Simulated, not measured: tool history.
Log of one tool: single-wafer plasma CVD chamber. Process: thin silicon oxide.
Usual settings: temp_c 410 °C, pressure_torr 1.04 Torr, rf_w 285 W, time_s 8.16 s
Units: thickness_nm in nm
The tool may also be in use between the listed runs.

| run | day | temp_c | pressure_torr | rf_w | time_s | read-back reference wafer on the same gauge, thickness_nm | thickness_nm |
|---|---|---|---|---|---|---|---|
| 1 | 0 | 403 | 1.04 | 285 | 7.12 | 20.788 | 16.667 |
| 2 | 1.817 | 403 | 1.04 | 285 | 7.12 | 20.789 | 16.76 |
| 3 | 3.45 | 403 | 1.04 | 285 | 7.12 | 20.777 | 16.61 |
| 4 | 10.4 | 421 | 1.04 | 285 | 7.81 | 20.824 | 17.97 |
| 5 | 11.954 | 421 | 1.04 | 285 | 7.81 | 20.811 | 17.956 |
| 6 | 14.575 | 421 | 1.04 | 285 | 7.81 | 20.774 | 17.897 |
| 7 | 15.946 | 410 | 1.04 | 285 | 8.16 | 20.799 | 18.828 |
| 8 | 18.196 | 398 | 1.04 | 285 | 9.42 | 20.802 | 21.807 |
|  | 18.717 | capacitance manometer re-zeroed and calibrated |
| 9 | 20.996 | 403 | 1.04 | 285 | 7.12 | 20.816 | 17.265 |
| 10 | 23.308 | 410 | 0.84 | 250 | 8.16 | 20.805 | 15.695 |
| 11 | 25.712 | 410 | 1.04 | 285 | 8.16 | 20.801 | 19.445 |
| 12 | 27.35 | 410 | 1.04 | 285 | 8.16 | 20.8 | 19.622 |
| 13 | 29.421 | 410 | 0.81 | 285 | 8.16 | 20.812 | 15.812 |
|  | 29.896 | gauge calibrated |
|  | 36.338 | RF generator calibrated |
| 14 | 38.221 | 421 | 0.86 | 230 | 6.76 | 20.823 | 12.368 |
| 15 | 40.325 | 399 | 1.15 | 310 | 8.16 | 20.823 | 22.057 |
|  | 40.983 | showerhead replaced |
| 16 | 41.954 | 410 | 1.04 | 270 | 6.65 | 20.825 | 15.557 |
| 17 | 43.783 | 410 | 1.18 | 285 | 8.16 | 20.814 | 21.26 |
| 18 | 46.375 | 420 | 1.04 | 255 | 8.16 | 20.801 | 18.545 |
| 19 | 47.392 | 410 | 1.04 | 285 | 8.16 | 20.811 | 19.554 |
| 20 | 49.538 | 410 | 0.84 | 250 | 8.16 | 20.791 | 15.378 |
| 21 | 51.883 | 410 | 1.04 | 230 | 8.16 | 20.794 | 17.599 |
| 22 | 56.842 | 410 | 1.04 | 285 | 8.16 | 20.809 | 19.391 |
| 23 | 58.954 | 410 | 1.04 | 285 | 9.12 | 20.779 | 21.777 |
| 24 | 60.358 | 410 | 0.88 | 240 | 6.97 | 20.789 | 13.383 |
| 25 | 62.925 | 410 | 1.04 | 285 | 8.78 | 20.804 | 20.82 |
| 26 | 64.038 | 417 | 1.16 | 265 | 9.65 | 20.799 | 23.763 |
| 27 | 65.467 | 410 | 1.04 | 285 | 7.48 | 20.81 | 17.761 |
| 28 | 66.733 | 414 | 0.8 | 285 | 7.64 | 20.825 | 14.355 |

5 ways to go on from here, each from the tool as it stands after run 28. What would each give?
| A | 66.75 | 410 | 1.04 | 285 | 8.16 | ? | ? |
| B | 66.75 | 410 | 1.18 | 240 | 7.05 | ? | ? |
| C | 66.75 | 424 | 1.04 | 285 | 9.63 | ? | ? |
| D | 66.75 | 410 | 1.2 | 285 | 6.8 | ? | ? |
| E | 66.75 | 406 | 1.04 | 305 | 8.95 | ? | ? |

| run | read-back reference wafer on the same gauge, thickness_nm | thickness_nm |
|---|---|---|
| A | 20.799 | 19.343 |
| B | 20.799 | 16.872 |
| C | 20.799 | 22.637 |
| D | 20.799 | 17.817 |
| E | 20.799 | 21.887 |
Without the tool's hidden state the same runs would have given:
| run | thickness_nm |
|---|---|
| A | 19.504 |
| B | 17.012 |
| C | 22.825 |
| D | 17.934 |
| E | 22.069 |

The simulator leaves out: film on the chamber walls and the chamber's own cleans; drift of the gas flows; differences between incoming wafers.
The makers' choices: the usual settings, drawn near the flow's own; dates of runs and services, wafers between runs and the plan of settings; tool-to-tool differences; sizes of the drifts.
